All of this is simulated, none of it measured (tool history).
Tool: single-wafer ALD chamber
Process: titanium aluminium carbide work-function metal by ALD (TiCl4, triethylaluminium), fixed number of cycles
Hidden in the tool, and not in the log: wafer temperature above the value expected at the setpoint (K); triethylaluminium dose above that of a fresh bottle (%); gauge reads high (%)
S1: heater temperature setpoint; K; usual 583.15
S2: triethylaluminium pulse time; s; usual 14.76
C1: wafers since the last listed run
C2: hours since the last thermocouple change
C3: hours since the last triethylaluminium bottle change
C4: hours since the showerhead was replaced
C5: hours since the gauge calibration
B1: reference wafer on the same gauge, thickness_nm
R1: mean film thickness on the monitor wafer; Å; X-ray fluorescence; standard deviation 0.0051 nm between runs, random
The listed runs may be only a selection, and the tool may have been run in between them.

run   hour      S1     S2   C1      C2      C3      C4     C5     B1     R1
  1      0  583.15  14.76    0  1499.5   559.7  5017.1  525.8   1.77  20.98
  2   29.7  583.15  14.76  271  1529.2   589.4  5046.8  555.5   1.77  21.03
  3   54.3  583.15  10.14  225  1553.8     614  5071.4  580.1   1.77   20.8
  4   88.5  572.15  14.76  312    1588   648.2  5105.6  614.3   1.77  20.15
  5  103.3  572.15  14.76  135  1602.8     663  5120.4  629.1   1.77  20.04
  6  131.1  573.15  18.25  254  1630.6   690.8  5148.2  656.9  1.769  20.24
  7  146.4  583.15  14.76  139  1645.9   706.1  5163.5  672.2  1.769  21.01
  8  169.3  583.15  14.76  209  1668.8     729  5186.4  695.1   1.77     21
  9  275.4  583.15  14.76  970  1774.9   835.1  5292.5  801.2   1.77  21.06
     303.4  -- gauge calibrated
 10  309.9  583.15  14.76  315  1809.4   869.6    5327    6.5  1.771  21.05
 11  337.1  583.15  16.37  248  1836.6   896.8  5354.2   33.7  1.769   21.1
 12  356.1  583.15  14.76  173  1855.6   915.8  5373.2   52.7   1.77  21.05
 13  389.7  583.15  14.76  307  1889.2   949.4  5406.8   86.3   1.77  21.05
 14  415.3  583.15  14.76  234  1914.8     975  5432.4  111.9  1.771  21.05
 15  449.9  583.15  14.76  316  1949.4  1009.6    5467  146.5  1.771  21.06
 16  480.4  583.15  14.76  279  1979.9  1040.1  5497.5    177   1.77  21.03
     497.4  -- thermocouple changed; heater temperature recalibrated
 17  508.5  593.15  14.76  183    11.1  1068.2  5525.6  205.1   1.77  21.46
 18  529.6  583.15  14.76  193    32.2  1089.3  5546.7  226.2  1.769  20.52
     546.8  -- showerhead replaced
 19  550.3  575.15  19.77  116    52.9    1110     3.5  246.9  1.769  19.95
 20  575.7  583.15  14.76  232    78.3  1135.4    28.9  272.3  1.769  20.65
 21  591.7  583.15  14.76  146    94.3  1151.4    44.9  288.3   1.77  20.65
 22  623.7  579.15  16.72  292   126.3  1183.4    76.9  320.3  1.771  20.38
 23  646.6  583.15  20.26  209   149.2  1206.3    99.8  343.2   1.77  20.84
     658.1  -- triethylaluminium bottle replaced
 24  670.2  571.15  14.76  142   172.8    12.1   123.4  366.8   1.77   19.6
 25  697.2  596.15  10.33  247   199.8    39.1   150.4  393.8   1.77  21.59
 26    710  583.15  14.76  117   212.6    51.9   163.2  406.6   1.77  20.81
 27  723.7  575.15  17.52  125   226.3    65.6   176.9  420.3  1.769  20.08
 28  753.2  597.15   9.74  269   255.8    95.1   206.4  449.8   1.77  21.81
 29  776.2  570.15  17.61  210   278.8   118.1   229.4  472.8   1.77  19.75
 30  802.4  593.15  14.76  239     305   144.3   255.6    499  1.771  21.64
 31  822.9  593.15  10.09  187   325.5   164.8   276.1  519.5   1.77  21.46
 32  841.1  576.15  13.01  166   343.7     183   294.3  537.7  1.771  20.15

Each run again, without the hidden state but with its own random variation kept:
run     R1
  1  20.54
  2  20.59
  3  20.36
  4  19.71
  5  19.59
  6  19.79
  7  20.56
  8  20.54
  9   20.6
 10  20.58
 11  20.63
 12  20.59
 13  20.58
 14  20.59
 15  20.59
 16  20.56
 17  21.42
 18  20.47
 19  19.88
 20  20.56
 21  20.55
 22  20.26
 23   20.7
 24  19.45
 25  21.42
 26  20.62
 27  19.89
 28   21.6
 29  19.53
 30  21.41
 31  21.21
 32   19.9
